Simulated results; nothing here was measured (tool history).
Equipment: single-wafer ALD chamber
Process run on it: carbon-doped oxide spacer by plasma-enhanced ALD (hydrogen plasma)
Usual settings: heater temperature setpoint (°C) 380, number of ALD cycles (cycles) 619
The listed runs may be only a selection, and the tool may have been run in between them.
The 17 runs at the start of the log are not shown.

| run | hour | heater temperature setpoint (°C) | number of ALD cycles (cycles) | wafers since the last listed run | hours since the last thermocouple change | hours since the gauge calibration | read-back reference wafer on the same gauge, thickness_nm | mean film thickness on the monitor wafer (angstrom) |
|---|---|---|---|---|---|---|---|---|
|  | 1057.1 | gauge calibrated |
| 18 | 1080.8 | 380 | 619 | 22 | 324.1 | 23.7 | 33.327 | 326.81 |
| 19 | 1119.5 | 384 | 741 | 20 | 362.8 | 62.4 | 33.340 | 392.11 |
| 20 | 1158.1 | 380 | 700 | 20 | 401.4 | 101.0 | 33.322 | 368.51 |
| 21 | 1291.2 | 380 | 619 | 71 | 534.5 | 234.1 | 33.322 | 324.63 |
| 22 | 1386.5 | 380 | 619 | 51 | 629.8 | 329.4 | 33.273 | 325.67 |
| 23 | 1467.2 | 380 | 734 | 43 | 710.5 | 410.1 | 33.286 | 387.60 |
| 24 | 1514.5 | 392 | 581 | 25 | 757.8 | 457.4 | 33.230 | 306.64 |
| 25 | 1594.0 | 386 | 531 | 42 | 837.3 | 536.9 | 33.202 | 279.99 |
| 26 | 1700.1 | 367 | 737 | 57 | 943.4 | 643.0 | 33.202 | 386.66 |
| 27 | 1756.8 | 390 | 701 | 30 | 1000.1 | 699.7 | 33.169 | 368.02 |
| 28 | 1834.0 | 370 | 619 | 41 | 1077.3 | 776.9 | 33.179 | 325.57 |
| 29 | 1928.4 | 373 | 619 | 50 | 1171.7 | 871.3 | 33.128 | 325.09 |
| 30 | 1991.5 | 385 | 501 | 33 | 1234.8 | 934.4 | 33.157 | 263.56 |
| 31 | 2082.4 | 380 | 619 | 48 | 1325.7 | 1025.3 | 33.114 | 325.66 |
| 32 | 2186.9 | 380 | 619 | 56 | 1430.2 | 1129.8 | 33.062 | 324.12 |
| 33 | 2238.5 | 380 | 619 | 27 | 1481.8 | 1181.4 | 33.057 | 324.43 |
| 34 | 2310.2 | 394 | 726 | 38 | 1553.5 | 1253.1 | 33.020 | 380.14 |
| 35 | 2362.7 | 380 | 619 | 28 | 1606.0 | 1305.6 | 33.086 | 324.73 |
| 36 | 2461.6 | 380 | 619 | 53 | 1704.9 | 1404.5 | 33.026 | 324.58 |

What if the next run were any one of these 3? Each begins from the tool's condition after run 36:
| A | 2462.9 | 380 | 619 | 0 | 1706.2 | 1405.8 | ? | ? |
| B | 2462.9 | 392 | 669 | 0 | 1706.2 | 1405.8 | ? | ? |
| C | 2462.9 | 393 | 528 | 0 | 1706.2 | 1405.8 | ? | ? |

| run | read-back reference wafer on the same gauge, thickness_nm | mean film thickness on the monitor wafer (angstrom) |
|---|---|---|
| A | 33.002 | 324.34 |
| B | 33.002 | 350.54 |
| C | 33.002 | 276.66 |
The same runs, with their run-to-run variation unchanged, on a tool lacking any hidden condition would have given:
| run | mean film thickness on the monitor wafer (angstrom) |
|---|---|
| A | 326.99 |
| B | 353.40 |
| C | 278.92 |

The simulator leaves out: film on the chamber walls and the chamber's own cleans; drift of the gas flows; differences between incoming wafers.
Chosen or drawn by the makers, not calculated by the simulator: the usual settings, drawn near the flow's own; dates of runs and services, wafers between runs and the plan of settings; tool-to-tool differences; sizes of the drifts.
